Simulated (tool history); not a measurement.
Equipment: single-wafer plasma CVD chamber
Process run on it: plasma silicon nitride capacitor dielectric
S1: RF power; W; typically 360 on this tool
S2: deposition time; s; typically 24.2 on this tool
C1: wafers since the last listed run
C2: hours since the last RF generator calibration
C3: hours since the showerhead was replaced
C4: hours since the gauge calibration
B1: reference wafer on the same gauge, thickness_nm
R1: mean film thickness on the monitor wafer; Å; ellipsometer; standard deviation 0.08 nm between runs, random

run     day   S1    S2    C1      C2      C3      C4      B1      R1
  1   0.000  360  24.2     0  1945.4  2749.9   599.6  40.610  334.45
  2   1.879  360  24.2  1324  1990.5  2795.0   644.7  40.632  334.42
  3   3.850  360  24.2  1389  2037.8  2842.3   692.0  40.645  335.45
  4   6.371  385  25.4  1776  2098.3  2902.8   752.5  40.649  358.12
  5   7.446  385  25.4   757  2124.1  2928.6   778.3  40.574  357.33
  6   9.388  360  24.2  1368  2170.7  2975.2   824.9  40.607  333.90
  7  10.746  360  24.2   957  2203.3  3007.8   857.5  40.618  335.40
  8  13.712  360  24.2  2091  2274.5  3079.0   928.7  40.595  334.54
  9  15.504  405  24.2  1262  2317.5  3122.0   971.7  40.578  342.01
     20.992  -- showerhead replaced
 10  23.979  405  24.2  5738  2520.9    71.7  1175.1  40.638  342.22
     24.233  -- gauge calibrated
 11  25.492  305  22.8  1066  2557.2   108.0    30.2  40.572  301.34
     27.371  -- RF generator calibrated
 12  27.750  305  22.8  1356     9.1   162.2    84.4  40.626  308.68
 13  30.854  415  24.2  2188    83.6   236.7   158.9  40.639  353.85
 14  31.988  340  25.5   798   110.8   263.9   186.1  40.624  352.72
 15  33.212  385  20.3   863   140.2   293.3   215.5  40.606  291.98
 16  36.567  360  24.2  2364   220.7   373.8   296.0  40.583  341.10
 17  39.342  305  24.2  1956   287.3   440.4   362.6  40.583  327.55
 18  41.504  360  20.0  1524   339.2   492.3   414.5  40.628  281.61
 19  43.933  335  21.4  1712   397.5   550.6   472.8  40.601  295.58
 20  45.746  360  24.2  1277   441.0   594.1   516.3  40.628  338.77
 21  48.033  310  26.7  1612   495.9   649.0   571.2  40.544  362.81
 22  50.133  310  26.7  1480   546.3   699.4   621.6  40.562  360.78
 23  52.717  305  28.2  1820   608.3   761.4   683.6  40.585  380.31
 24  55.383  395  22.7  1879   672.3   825.4   747.6  40.565  325.79

What if the next run were any one of these 3? Each begins from the tool's condition after run 24:
  A  55.400  360  24.2  11  672.7  825.8  748.0   ?   ?
  B  55.400  360  28.7  11  672.7  825.8  748.0   ?   ?
  C  55.400  410  27.9  11  672.7  825.8  748.0   ?   ?

run      B1      R1
  A  40.622  339.41
  B  40.622  402.52
  C  40.622  404.03
Take away the tool's hidden state, keep each run's random variation, and the runs would have read:
run      R1
  A  341.68
  B  405.21
  C  406.74

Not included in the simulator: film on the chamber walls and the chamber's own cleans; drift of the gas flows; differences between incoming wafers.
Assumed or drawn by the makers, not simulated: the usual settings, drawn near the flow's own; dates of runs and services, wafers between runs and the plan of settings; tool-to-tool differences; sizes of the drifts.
